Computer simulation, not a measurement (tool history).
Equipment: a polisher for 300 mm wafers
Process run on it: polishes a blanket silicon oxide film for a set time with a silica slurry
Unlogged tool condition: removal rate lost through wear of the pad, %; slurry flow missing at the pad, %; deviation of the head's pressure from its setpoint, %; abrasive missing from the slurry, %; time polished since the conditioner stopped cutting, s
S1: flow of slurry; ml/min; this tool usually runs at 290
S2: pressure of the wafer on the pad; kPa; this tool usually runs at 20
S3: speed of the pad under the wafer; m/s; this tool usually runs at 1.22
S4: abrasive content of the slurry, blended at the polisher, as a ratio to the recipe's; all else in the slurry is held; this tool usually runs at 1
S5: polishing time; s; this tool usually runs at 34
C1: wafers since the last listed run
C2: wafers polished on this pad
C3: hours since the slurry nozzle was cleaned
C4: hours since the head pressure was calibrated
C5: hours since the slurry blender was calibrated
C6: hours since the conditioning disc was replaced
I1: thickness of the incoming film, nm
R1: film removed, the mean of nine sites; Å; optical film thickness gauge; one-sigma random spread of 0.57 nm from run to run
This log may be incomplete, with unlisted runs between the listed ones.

run	hour	S1	S2	S3	S4	S5	C1	C2	C3	C4	C5	C6	I1	R1
1	0	290	20	1.22	1	34	0	276	70.3	168.6	83	450	1625.6	837
# hour 60.8: worn pad replaced by a new one
2	83.8	290	20	1.22	1	34	1280	368	154.1	252.4	166.8	533.8	1647	829
3	117	330	20	1.22	1	34	532	901	187.3	285.6	200	567	1663.7	841
# hour 128.4: slurry blender recalibrated
# hour 134: conditioning disc replaced and pad reconditioned
# hour 142.1: worn pad replaced by a new one
4	144.5	330	20	1.22	1	34	312	38	214.8	313.1	16.1	10.5	1658.2	855
# hour 182.2: slurry nozzle cleaned
5	187.6	330	20	1.22	1	34	675	714	5.4	356.2	59.2	53.6	1662.3	837
6	204.2	290	20	0.96	1	34	266	980	22	372.8	75.8	70.2	1661.9	682
# hour 217.6: worn pad replaced by a new one
# hour 221.1: head pressure recalibrated
7	225.3	290	20	1.22	1	34	242	92	43.1	4.2	96.9	91.3	1677	825
8	246	290	17.9	1.22	1	28	332	424	63.8	24.9	117.6	112	1637.5	620
9	276.8	290	20	1.22	1	34	494	918	94.6	55.7	148.4	142.8	1675.1	828
# hour 296.9: worn pad replaced by a new one
10	297.4	250	20	1.34	1.1	34	266	7	115.2	76.3	169	163.4	1640.4	920
11	327.4	290	20	1.48	1	34	481	489	145.2	106.3	199	193.4	1659.4	958
12	343.7	290	20	1.22	1	34	261	750	161.5	122.6	215.3	209.7	1670.1	828
# hour 350.2: slurry blender recalibrated
13	356.3	235	24.8	0.92	1	34	170	920	174.1	135.2	6.1	222.3	1674.4	818
# hour 362.8: worn pad replaced by a new one
# hour 369.9: slurry nozzle cleaned
14	378.4	320	20	1.36	1	27	274	233	8.5	157.3	28.2	244.4	1648.8	736

How would selected steps in R1 from run to run divide? Give the signed amount a tool lacking its hidden state would still show from settings, what came in and random variation, and the signed amount left for the hidden state, including any gauge scatter that is not in both of the compared results.
Run 8 -> 9: S2 17.9 -> 20, S5 28 -> 34. R1 +208 Å: hidden state -8, all else +216.
Run 12 -> 13: S1 290 -> 235, S2 20 -> 24.8, S3 1.22 -> 0.92, slurry blender recalibrated. R1 -10 Å: hidden state +23, all else -33.
